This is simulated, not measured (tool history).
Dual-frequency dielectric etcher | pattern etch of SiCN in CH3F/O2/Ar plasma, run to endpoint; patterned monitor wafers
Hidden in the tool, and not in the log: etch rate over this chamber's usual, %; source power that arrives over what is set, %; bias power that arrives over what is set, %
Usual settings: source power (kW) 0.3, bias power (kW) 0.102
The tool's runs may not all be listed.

run,hour,source power (kW),bias power (kW),wafers since the last listed run,hours since the last wet clean,hours since the last source power generator calibration,hours since the last bias power generator calibration,hours since the last upper electrode change,"incoming incoming film thickness, nm",endpoint time (s)
1,0,0.35,0.102,0,322.6,3095.2,2239.8,5097.4,10.82,26.8
2,15.5,0.35,0.102,322,338.1,3110.7,2255.3,5112.9,10.75,26.6
3,33.4,0.3,0.102,372,356,3128.6,2273.2,5130.8,10.86,28.9
# hour 45.5: bias power generator calibrated
4,49.3,0.3,0.102,247,371.9,3144.5,3.8,5146.7,10.84,29
5,56.8,0.3,0.085,156,379.4,3152,11.3,5154.2,10.84,32.4
6,63.1,0.3,0.102,131,385.7,3158.3,17.6,5160.5,10.93,29.3
7,81,0.3,0.102,372,403.6,3176.2,35.5,5178.4,10.79,28.8
8,95.3,0.28,0.102,297,417.9,3190.5,49.8,5192.7,10.69,29.4
9,106.6,0.28,0.102,235,429.2,3201.8,61.1,5204,10.85,30.2
10,116.7,0.3,0.102,210,439.3,3211.9,71.2,5214.1,10.77,28.7
# hour 153.2: wet clean of the chamber
11,153.7,0.28,0.092,270,0.5,3248.9,108.2,5251.1,10.86,31.5
12,154.1,0.28,0.092,8,0.9,3249.3,108.6,5251.5,10.79,31.6
13,159.5,0.28,0.092,112,6.3,3254.7,114,5256.9,10.87,32.1
14,171.4,0.25,0.121,247,18.2,3266.6,125.9,5268.8,10.74,28.6
15,186.6,0.3,0.102,316,33.4,3281.8,141.1,5284,10.86,28.1
16,198.7,0.3,0.102,251,45.5,3293.9,153.2,5296.1,10.88,28.6
# hour 208.4: source power generator calibrated
17,208.9,0.25,0.121,128,55.7,0.5,163.4,5306.3,10.85,29
18,219.3,0.3,0.082,216,66.1,10.9,173.8,5316.7,10.8,32
19,237.1,0.32,0.117,370,83.9,28.7,191.6,5334.5,10.71,24.9
20,244.1,0.3,0.127,145,90.9,35.7,198.6,5341.5,10.84,25.2
21,254.1,0.37,0.126,208,100.9,45.7,208.6,5351.5,10.69,21.9
# hour 283.3: wet clean of the chamber, repeated, since the last time left the tool worse
# hour 305.6: upper electrode replaced
22,306.1,0.23,0.081,119,22.8,97.7,260.6,0.5,10.86,40.6
23,306.4,0.23,0.114,6,23.1,98,260.9,0.8,10.79,33.7
24,306.7,0.25,0.11,6,23.4,98.3,261.2,1.1,10.71,32.1
25,307,0.36,0.102,6,23.7,98.6,261.5,1.4,10.8,26.5
26,307.4,0.3,0.102,8,24.1,99,261.9,1.8,10.8,30
27,320.4,0.35,0.081,270,37.1,112,274.9,14.8,10.81,31.5
28,326.8,0.3,0.102,133,43.5,118.4,281.3,21.2,10.76,30.1
29,343.2,0.23,0.077,341,59.9,134.8,297.7,37.6,10.64,40.9
30,359.3,0.3,0.102,334,76,150.9,313.8,53.7,10.72,29.8
31,376.6,0.24,0.094,359,93.3,168.2,331.1,71,10.79,35.8
32,393.4,0.38,0.12,349,110.1,185,347.9,87.8,10.56,23.8
33,409.7,0.22,0.114,339,126.4,201.3,364.2,104.1,10.82,34.2
34,426.4,0.33,0.102,347,143.1,218,380.9,120.8,10.82,28.4
35,434,0.33,0.083,158,150.7,225.6,388.5,128.4,10.83,31.4

What the log doesn't show, run by run:
source power that arrives over what is set, %: 0 in every run
bias power that arrives over what is set, %: 0 in every run
H1: etch rate over this chamber's usual, %
run,H1
1,2.86
2,2.98
3,3.12
4,3.24
5,3.3
6,3.35
7,3.49
8,3.6
9,3.69
10,3.77
11,5.9
12,5.91
13,5.95
14,6.04
15,6.16
16,6.25
17,6.33
18,6.41
19,6.55
20,6.6
21,6.68
22,-0.0863
23,-0.0839
24,-0.0816
25,-0.0793
26,-0.0762
27,0.0241
28,0.0735
29,0.2
30,0.324
31,0.458
32,0.587
33,0.713
34,0.842
35,0.901
